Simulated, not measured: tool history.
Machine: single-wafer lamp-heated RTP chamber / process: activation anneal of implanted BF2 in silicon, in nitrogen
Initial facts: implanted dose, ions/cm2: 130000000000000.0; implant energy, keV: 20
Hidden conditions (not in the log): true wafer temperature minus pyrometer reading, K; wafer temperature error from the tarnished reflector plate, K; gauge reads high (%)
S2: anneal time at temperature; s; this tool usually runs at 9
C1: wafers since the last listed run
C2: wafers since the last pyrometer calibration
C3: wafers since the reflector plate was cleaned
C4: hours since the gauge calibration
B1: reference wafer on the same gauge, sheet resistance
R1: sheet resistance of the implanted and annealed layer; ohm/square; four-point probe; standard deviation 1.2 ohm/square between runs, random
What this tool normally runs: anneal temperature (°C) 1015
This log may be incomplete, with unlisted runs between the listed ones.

{"run": 1, "hour": 0.0, "anneal temperature (°C)": 1015, "S2": 11, "C1": 0, "C2": 1484, "C3": 340, "C4": 344.3, "B1": 952.18, "R1": 815.75}
{"run": 2, "hour": 80.0, "anneal temperature (°C)": 1015, "S2": 11, "C1": 1269, "C2": 2754, "C3": 1610, "C4": 424.3, "B1": 954.18, "R1": 819.13}
{"hour": 117.1, "done": "pyrometer window cleaned and pyrometer calibrated"}
{"run": 3, "hour": 179.9, "anneal temperature (°C)": 1015, "S2": 5, "C1": 1458, "C2": 997, "C3": 3069, "C4": 524.2, "B1": 956.72, "R1": 829.0}
{"hour": 241.8, "done": "gauge calibrated"}
{"run": 4, "hour": 259.4, "anneal temperature (°C)": 1015, "S2": 5, "C1": 1261, "C2": 2259, "C3": 4331, "C4": 17.6, "B1": 944.62, "R1": 814.21}
{"hour": 364.7, "done": "pyrometer window cleaned and pyrometer calibrated"}
{"run": 5, "hour": 365.2, "anneal temperature (°C)": 1015, "S2": 6, "C1": 1552, "C2": 8, "C3": 5883, "C4": 123.4, "B1": 947.74, "R1": 819.12}
{"run": 6, "hour": 402.0, "anneal temperature (°C)": 1015, "S2": 6, "C1": 584, "C2": 592, "C3": 6468, "C4": 160.2, "B1": 948.51, "R1": 818.48}
{"run": 7, "hour": 490.5, "anneal temperature (°C)": 1015, "S2": 9, "C1": 1404, "C2": 1997, "C3": 7872, "C4": 248.7, "B1": 951.05, "R1": 816.15}

Forecast run 8:
{"hour": 516.8, "done": "reflector plate cleaned"}
{"run": 8, "hour": 567.2, "anneal temperature (°C)": 1045, "S2": 12, "C1": 1090, "C2": 3087, "C3": 799, "C4": 325.4, "B1": "?", "R1": "?"}

For run 8 the tool returned B1 953.39, R1 809.36 ohm/square.
The same run, on a tool lacking any hidden state, would have yielded R1 801.64 ohm/square.
